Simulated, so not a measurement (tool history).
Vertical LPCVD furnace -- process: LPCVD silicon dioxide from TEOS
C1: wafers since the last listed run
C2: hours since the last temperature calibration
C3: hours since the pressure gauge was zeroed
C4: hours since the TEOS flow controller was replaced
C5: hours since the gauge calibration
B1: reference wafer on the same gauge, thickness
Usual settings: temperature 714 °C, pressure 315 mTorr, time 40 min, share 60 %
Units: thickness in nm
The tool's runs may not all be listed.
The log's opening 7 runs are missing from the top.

Run 8, day 13.688: usual settings but share 52 %; C1 526; C2 103.1; C3 1465.6; C4 4216.5; C5 901.9; B1 297.03. Result: thickness 347.45 nm.
Run 9, day 16.275: usual settings but pressure 375 mTorr; C1 1197; C2 165.2; C3 1527.7; C4 4278.6; C5 964; B1 296.95. Result: thickness 407.27 nm.
Run 10, day 18.912: usual settings but temperature 704 °C, pressure 370 mTorr, time 29.5 min, share 64 %; C1 1220; C2 228.5; C3 1591; C4 4341.9; C5 1027.3; B1 296.94. Result: thickness 243.93 nm.
Run 11, day 21.025: usual settings but time 28 min; C1 977; C2 279.2; C3 1641.7; C4 4392.6; C5 1078; B1 297.19. Result: thickness 259.77 nm.
Run 12, day 22.05: usual settings; C1 474; C2 303.8; C3 1666.3; C4 4417.2; C5 1102.6; B1 296.49. Result: thickness 372.31 nm.
Run 13, day 24.321: usual settings but temperature 722 °C, time 51 min; C1 1051; C2 358.3; C3 1720.8; C4 4471.7; C5 1157.1; B1 297.17. Result: thickness 569.22 nm.
At day 27.292: pressure gauge zeroed.
Run 14, day 27.312: usual settings but temperature 721 °C, time 50 min, share 56 %; C1 921; C2 430.1; C3 0.5; C4 4543.5; C5 1228.9; B1 296.95. Result: thickness 515.12 nm.
Run 15, day 28.746: usual settings but time 48.5 min; C1 663; C2 464.5; C3 34.9; C4 4577.9; C5 1263.3; B1 296.61. Result: thickness 445.31 nm.
Run 16, day 29.971: usual settings but temperature 708 °C, time 52.5 min; C1 567; C2 493.9; C3 64.3; C4 4607.3; C5 1292.7; B1 297.12. Result: thickness 418.95 nm.
Run 17, day 31.454: usual settings but pressure 360 mTorr, share 71 %; C1 686; C2 529.5; C3 99.9; C4 4642.9; C5 1328.3; B1 296.8. Result: thickness 424.73 nm.
At day 33.888: TEOS flow controller replaced.
Run 18, day 34.975: usual settings; C1 1166; C2 614; C3 184.4; C4 26.1; C5 1412.8; B1 296.69. Result: thickness 365.18 nm.
Run 19, day 37.05: usual settings but time 48 min; C1 960; C2 663.8; C3 234.2; C4 75.9; C5 1462.6; B1 297.01. Result: thickness 438.26 nm.
Run 20, day 39.842: usual settings but temperature 724 °C; C1 1292; C2 730.8; C3 301.2; C4 142.9; C5 1529.6; B1 296.9. Result: thickness 455.35 nm.
Run 21, day 42.633: usual settings; C1 1292; C2 797.8; C3 368.2; C4 209.9; C5 1596.6; B1 297.54. Result: thickness 364.93 nm.
At day 42.996: gauge calibrated.
Run 22, day 44.162: usual settings; C1 707; C2 834.5; C3 404.9; C4 246.6; C5 28; B1 297.16. Result: thickness 364.8 nm.
Run 23, day 49.242: usual settings but pressure 250 mTorr, time 29 min, share 63 %; C1 2350; C2 956.4; C3 526.8; C4 368.5; C5 149.9; B1 297.23. Result: thickness 242.23 nm.
Run 24, day 52.2: usual settings; C1 1369; C2 1027.4; C3 597.8; C4 439.5; C5 220.9; B1 297.4. Result: thickness 364.61 nm.
Run 25, day 54.588: usual settings; C1 1105; C2 1084.7; C3 655.1; C4 496.8; C5 278.2; B1 297.27. Result: thickness 366.82 nm.
Run 26, day 57.042: usual settings but time 49.5 min, share 51 %; C1 1135; C2 1143.6; C3 714; C4 555.7; C5 337.1; B1 296.98. Result: thickness 415.29 nm.
Run 27, day 58.496: usual settings but temperature 705 °C, time 27.5 min; C1 673; C2 1178.5; C3 748.9; C4 590.6; C5 372; B1 297.11. Result: thickness 203.69 nm.
Run 28, day 61.358: usual settings; C1 1324; C2 1247.2; C3 817.6; C4 659.3; C5 440.7; B1 297.18. Result: thickness 368.81 nm.

Run 29 is up next; what results do you expect?
Run 29, day 64.217: usual settings but pressure 240 mTorr; C1 1323; C2 1315.8; C3 886.2; C4 727.9; C5 509.3; B1 ?. Result: thickness ?.

Run 29 measured B1 296.94, thickness 320.99 nm.
Minus the tool's unlogged condition, the same run would have read thickness 319.83 nm.

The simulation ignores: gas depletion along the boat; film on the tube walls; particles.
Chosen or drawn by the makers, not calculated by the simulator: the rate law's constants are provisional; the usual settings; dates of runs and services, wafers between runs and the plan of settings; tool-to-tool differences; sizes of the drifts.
